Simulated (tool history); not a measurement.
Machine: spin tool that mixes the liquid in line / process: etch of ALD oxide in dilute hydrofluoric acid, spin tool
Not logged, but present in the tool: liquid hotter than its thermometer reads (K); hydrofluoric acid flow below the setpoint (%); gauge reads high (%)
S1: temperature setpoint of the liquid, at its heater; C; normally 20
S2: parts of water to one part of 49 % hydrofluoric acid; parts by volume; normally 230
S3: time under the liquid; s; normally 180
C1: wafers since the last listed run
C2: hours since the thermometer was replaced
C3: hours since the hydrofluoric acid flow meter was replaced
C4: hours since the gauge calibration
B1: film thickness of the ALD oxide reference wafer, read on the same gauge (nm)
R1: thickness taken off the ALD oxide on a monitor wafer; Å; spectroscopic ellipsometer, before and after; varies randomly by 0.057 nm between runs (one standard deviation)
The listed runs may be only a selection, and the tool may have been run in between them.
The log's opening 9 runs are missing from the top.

run 10 hour=284.2 | S1=20 S2=230 S3=180 | C1=78 C2=89.4 C3=1266.7 C4=543 | B1=149.99 | R1=82.8
-- hour=284.4 gauge calibrated
run 11 hour=303.9 | S1=20 S2=230 S3=180 | C1=90 C2=109.1 C3=1286.4 C4=19.5 | B1=150.05 | R1=82.7
run 12 hour=322 | S1=20 S2=230 S3=180 | C1=83 C2=127.2 C3=1304.5 C4=37.6 | B1=150 | R1=81.8
run 13 hour=337.4 | S1=20 S2=230 S3=180 | C1=70 C2=142.6 C3=1319.9 C4=53 | B1=150.04 | R1=81.5
run 14 hour=355 | S1=20 S2=230 S3=180 | C1=80 C2=160.2 C3=1337.5 C4=70.6 | B1=150 | R1=83
run 15 hour=373.1 | S1=24.5 S2=265 S3=180 | C1=83 C2=178.3 C3=1355.6 C4=88.7 | B1=149.99 | R1=81
run 16 hour=403.2 | S1=20 S2=230 S3=180 | C1=138 C2=208.4 C3=1385.7 C4=118.8 | B1=150.01 | R1=81.3
run 17 hour=415.8 | S1=18 S2=315 S3=265 | C1=57 C2=221 C3=1398.3 C4=131.4 | B1=150.03 | R1=75.3
run 18 hour=449.7 | S1=18 S2=150 S3=120 | C1=155 C2=254.9 C3=1432.2 C4=165.3 | B1=150.04 | R1=83.8
run 19 hour=479.2 | S1=20 S2=230 S3=255 | C1=135 C2=284.4 C3=1461.7 C4=194.8 | B1=150.05 | R1=117.2
run 20 hour=514.4 | S1=20 S2=170 S3=180 | C1=161 C2=319.6 C3=1496.9 C4=230 | B1=150.04 | R1=116.5
run 21 hour=538.5 | S1=17 S2=260 S3=180 | C1=110 C2=343.7 C3=1521 C4=254.1 | B1=150 | R1=62.3
run 22 hour=556.1 | S1=20 S2=230 S3=180 | C1=80 C2=361.3 C3=1538.6 C4=271.7 | B1=150.07 | R1=81.3
run 23 hour=569.4 | S1=22 S2=230 S3=180 | C1=61 C2=374.6 C3=1551.9 C4=285 | B1=150 | R1=87.6
-- hour=583 hydrofluoric acid flow meter replaced
run 24 hour=591.7 | S1=20 S2=230 S3=180 | C1=97 C2=396.9 C3=8.7 C4=307.3 | B1=149.98 | R1=76.7
run 25 hour=627 | S1=20 S2=230 S3=285 | C1=162 C2=432.2 C3=44 C4=342.6 | B1=149.98 | R1=121.6
run 26 hour=650.7 | S1=20 S2=280 S3=180 | C1=108 C2=455.9 C3=67.7 C4=366.3 | B1=149.95 | R1=60
run 27 hour=674.8 | S1=17 S2=230 S3=80 | C1=110 C2=480 C3=91.8 C4=390.4 | B1=149.94 | R1=30.9
run 28 hour=703.9 | S1=20 S2=230 S3=180 | C1=133 C2=509.1 C3=120.9 C4=419.5 | B1=149.97 | R1=76.9
-- hour=786.7 thermometer replaced
run 29 hour=810.3 | S1=20 S2=230 S3=180 | C1=484 C2=23.6 C3=227.3 C4=525.9 | B1=150.02 | R1=76.7
-- hour=816.3 hydrofluoric acid flow meter replaced, repeated, since the last time left the tool worse
run 30 hour=828.5 | S1=20 S2=230 S3=180 | C1=79 C2=41.8 C3=12.2 C4=544.1 | B1=149.97 | R1=86.2
-- hour=833.9 gauge calibrated
run 31 hour=846.8 | S1=20 S2=230 S3=225 | C1=84 C2=60.1 C3=30.5 C4=12.9 | B1=149.95 | R1=108.2
run 32 hour=868.5 | S1=20 S2=230 S3=180 | C1=99 C2=81.8 C3=52.2 C4=34.6 | B1=150 | R1=86.2
run 33 hour=895.4 | S1=20 S2=160 S3=180 | C1=123 C2=108.7 C3=79.1 C4=61.5 | B1=150.02 | R1=132.3

Forecast each of these 5 alternatives for the next run:
run A hour=895.9 | S1=21.5 S2=230 S3=180 | C1=2 C2=109.2 C3=79.6 C4=62 | B1=? | R1=?
run B hour=895.9 | S1=20 S2=140 S3=180 | C1=2 C2=109.2 C3=79.6 C4=62 | B1=? | R1=?
run C hour=895.9 | S1=17 S2=165 S3=140 | C1=2 C2=109.2 C3=79.6 C4=62 | B1=? | R1=?
run D hour=895.9 | S1=17 S2=265 S3=275 | C1=2 C2=109.2 C3=79.6 C4=62 | B1=? | R1=?
run E hour=895.9 | S1=20 S2=175 S3=80 | C1=2 C2=109.2 C3=79.6 C4=62 | B1=? | R1=?

run=A B1=149.98 R1=90.4
run=B B1=149.98 R1=153.6
run=C B1=149.98 R1=87.6
run=D B1=149.98 R1=97.9
run=E B1=149.98 R1=52.7
Without the tool's unlogged condition, the same runs would have read:
run=A R1=90.8
run=B R1=154.3
run=C R1=88
run=D R1=98.3
run=E R1=52.9
